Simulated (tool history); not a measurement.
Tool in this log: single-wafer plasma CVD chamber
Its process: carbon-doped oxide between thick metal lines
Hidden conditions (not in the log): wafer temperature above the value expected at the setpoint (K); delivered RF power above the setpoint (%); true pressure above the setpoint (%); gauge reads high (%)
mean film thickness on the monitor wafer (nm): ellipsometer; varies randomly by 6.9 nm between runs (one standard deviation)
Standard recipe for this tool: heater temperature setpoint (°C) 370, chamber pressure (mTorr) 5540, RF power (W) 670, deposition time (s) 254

run	hour	heater temperature setpoint (°C)	chamber pressure (mTorr)	RF power (W)	deposition time (s)	wafers since the last listed run	hours since the last thermocouple change	hours since the last RF generator calibration	hours since the last manometer calibration	hours since the showerhead was replaced	hours since the gauge calibration	read-back reference wafer on the same gauge, thickness_nm	mean film thickness on the monitor wafer (nm)
1	0.0	370	5540	670	254	0	2057.6	1191.5	1342.9	6550.2	1318.3	1320.206	1531.373
2	99.2	370	5540	670	254	556	2156.8	1290.7	1442.1	6649.4	1417.5	1319.659	1549.362
# hour 114.7: gauge calibrated
3	204.9	370	5540	670	254	592	2262.5	1396.4	1547.8	6755.1	90.2	1319.493	1542.896
4	281.2	370	5540	670	278	427	2338.8	1472.7	1624.1	6831.4	166.5	1320.255	1692.398
5	388.8	370	5540	670	278	603	2446.4	1580.3	1731.7	6939.0	274.1	1320.300	1686.595
6	473.0	370	5540	670	254	471	2530.6	1664.5	1815.9	7023.2	358.3	1319.822	1548.760
7	516.1	370	5540	670	254	241	2573.7	1707.6	1859.0	7066.3	401.4	1319.689	1551.712
8	616.4	370	5540	670	254	562	2674.0	1807.9	1959.3	7166.6	501.7	1318.830	1552.422
# hour 624.8: thermocouple changed; heater temperature recalibrated
# hour 671.8: RF generator calibrated
9	704.9	370	5540	670	254	406	80.1	33.1	2047.8	7255.1	590.2	1319.852	1517.472
# hour 733.7: capacitance manometer re-zeroed and calibrated
10	775.0	370	5540	670	254	348	150.2	103.2	41.3	7325.2	660.3	1319.103	1517.920
11	823.6	370	5540	670	254	272	198.8	151.8	89.9	7373.8	708.9	1319.390	1508.164
12	893.4	370	5540	670	254	391	268.6	221.6	159.7	7443.6	778.7	1321.383	1503.768
13	976.0	370	5540	670	254	462	351.2	304.2	242.3	7526.2	861.3	1320.069	1499.515
# hour 986.7: RF generator calibrated, repeated, since the last time left the tool worse
14	1049.4	370	4310	670	254	366	424.6	62.7	315.7	7599.6	934.7	1320.967	1538.054
15	1116.6	370	5540	670	254	376	491.8	129.9	382.9	7666.8	1001.9	1321.098	1563.346
16	1162.9	370	5540	670	225	259	538.1	176.2	429.2	7713.1	1048.2	1319.517	1384.634
17	1216.8	379	5540	735	304	302	592.0	230.1	483.1	7767.0	1102.1	1319.055	1976.665
# hour 1244.1: showerhead replaced
18	1278.8	370	5540	670	254	302	654.0	292.1	545.1	34.7	1164.1	1320.059	1575.306
19	1371.1	370	5540	535	254	517	746.3	384.4	637.4	127.0	1256.4	1320.358	1351.556
20	1466.7	357	6470	670	254	535	841.9	480.0	733.0	222.6	1352.0	1320.400	1631.835
# hour 1498.1: gauge calibrated
21	1521.0	359	5540	670	254	304	896.2	534.3	787.3	276.9	22.9	1319.997	1584.239
22	1594.6	370	5540	670	254	412	969.8	607.9	860.9	350.5	96.5	1319.891	1550.709
23	1691.1	363	5540	670	233	540	1066.3	704.4	957.4	447.0	193.0	1319.654	1447.193
24	1973.4	363	5010	670	254	1582	1348.6	986.7	1239.7	729.3	475.3	1319.810	1550.754

Predict each of these 3 candidate next runs independently; none follows another, all start after run 24:
A	1973.9	370	5540	565	254	2	1349.1	987.2	1240.2	729.8	475.8	?	?
B	1973.9	380	4930	590	295	2	1349.1	987.2	1240.2	729.8	475.8	?	?
C	1973.9	385	6030	705	287	2	1349.1	987.2	1240.2	729.8	475.8	?	?

run	read-back reference wafer on the same gauge, thickness_nm	mean film thickness on the monitor wafer (nm)
A	1320.050	1372.862
B	1320.050	1596.116
C	1320.050	1764.817
With the hidden condition removed and each run's random variation left untouched, the same runs would have given:
run	mean film thickness on the monitor wafer (nm)
A	1406.423
B	1633.984
C	1805.481
